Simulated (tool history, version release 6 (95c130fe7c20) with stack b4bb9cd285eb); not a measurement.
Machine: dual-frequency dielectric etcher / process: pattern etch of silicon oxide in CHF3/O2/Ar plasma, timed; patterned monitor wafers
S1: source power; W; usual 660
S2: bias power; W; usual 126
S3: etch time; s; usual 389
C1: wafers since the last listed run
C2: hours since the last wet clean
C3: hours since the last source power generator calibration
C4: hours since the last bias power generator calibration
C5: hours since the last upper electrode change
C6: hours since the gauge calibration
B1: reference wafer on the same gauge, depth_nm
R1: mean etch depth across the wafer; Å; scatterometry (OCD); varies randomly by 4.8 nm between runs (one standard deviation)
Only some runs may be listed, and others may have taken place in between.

run	hour	S1	S2	S3	C1	C2	C3	C4	C5	C6	B1	R1
1	0	660	106	412.5	0	189.3	1164.8	2458.6	3865.7	1628	628.6	7734
2	57.6	660	126	389	178	246.9	1222.4	2516.2	3923.3	1685.6	628.4	7655
3	104.5	660	126	389	145	293.8	1269.3	2563.1	3970.2	1732.5	629.2	7750
4	146.9	660	135	389	131	336.2	1311.7	2605.5	4012.6	1774.9	628.1	7844
5	218.6	660	135	389	222	407.9	1383.4	2677.2	4084.3	1846.6	630.2	7948
6	285.9	660	126	437	209	475.2	1450.7	2744.5	4151.6	1913.9	629.1	8797
7	339.8	660	126	437	167	529.1	1504.6	2798.4	4205.5	1967.8	629.3	8906
8	370.3	660	126	389	94	559.6	1535.1	2828.9	4236	1998.3	628.8	7905
# hour 404.2: gauge calibrated
# hour 415.8: wet clean of the chamber
9	435.1	660	126	389	126	19.3	1599.9	2893.7	4300.8	30.9	630.9	7450
10	481.4	660	155	389	143	65.6	1646.2	2940	4347.1	77.2	628	7878
11	513.1	500	138	350	98	97.3	1677.9	2971.7	4378.8	108.9	630	6300
# hour 526.8: source power generator calibrated
12	578.9	660	135	389	192	163.1	52.1	3037.5	4444.6	174.7	629.2	7728
# hour 616.8: bias power generator calibrated
13	617.5	660	107	389	107	201.7	90.7	0.7	4483.2	213.3	628.8	7266
14	649.6	820	148	425.5	99	233.8	122.8	32.8	4515.3	245.4	628.8	9365
15	698.3	660	141	479.5	151	282.5	171.5	81.5	4564	294.1	630.4	9692
16	764.1	660	155	389	204	348.3	237.3	147.3	4629.8	359.9	630.7	8226
17	798.4	770	155	429	106	382.6	271.6	181.6	4664.1	394.2	628.1	9574
18	873.3	660	126	389	232	457.5	346.5	256.5	4739	469.1	628.1	7695
# hour 947: upper electrode replaced
19	947.5	570	126	389	155	531.7	420.7	330.7	0.5	543.3	629.6	7424
# hour 985.3: wet clean of the chamber
20	985.8	570	144	482.5	44	0.5	459	369	38.8	581.6	628.9	9133
21	1023.3	660	126	389	116	38	496.5	406.5	76.3	619.1	628.8	7505
22	1068.8	660	144	351.5	141	83.5	542	452	121.8	664.6	629.9	7011
23	1136.5	770	126	276	210	151.2	609.7	519.7	189.5	732.3	628.4	5667
24	1188.3	710	152	322.5	160	203	661.5	571.5	241.3	784.1	628.7	6780
25	1257.6	600	113	466.5	215	272.3	730.8	640.8	310.6	853.4	629.8	8607
26	1305.6	660	126	389	149	320.3	778.8	688.8	358.6	901.4	631.1	7669
27	1361.8	660	126	389	174	376.5	835	745	414.8	957.6	628.8	7748
28	1413.8	660	113	389	161	428.5	887	797	466.8	1009.6	628.7	7482
# hour 1466.5: wet clean of the chamber
29	1467.3	660	126	389	91	0.8	940.5	850.5	520.3	1063.1	627.3	7445
30	1535	600	126	389	210	68.5	1008.2	918.2	588	1130.8	630.6	7162

Alternative continuations, all from the tool just after run 30; predict every row:
A	1535.5	660	126	389	1	69	1008.7	918.7	588.5	1131.3	?	?
B	1535.5	660	112	481	1	69	1008.7	918.7	588.5	1131.3	?	?
C	1535.5	660	158	389	1	69	1008.7	918.7	588.5	1131.3	?	?
D	1535.5	560	126	389	1	69	1008.7	918.7	588.5	1131.3	?	?

run	B1	R1
A	629.2	7560
B	629.2	9060
C	629.2	8057
D	629.2	7140
The same runs, with their run-to-run variation unchanged, on a tool lacking any hidden condition would have given:
run	R1
A	7569
B	9071
C	8066
D	7149

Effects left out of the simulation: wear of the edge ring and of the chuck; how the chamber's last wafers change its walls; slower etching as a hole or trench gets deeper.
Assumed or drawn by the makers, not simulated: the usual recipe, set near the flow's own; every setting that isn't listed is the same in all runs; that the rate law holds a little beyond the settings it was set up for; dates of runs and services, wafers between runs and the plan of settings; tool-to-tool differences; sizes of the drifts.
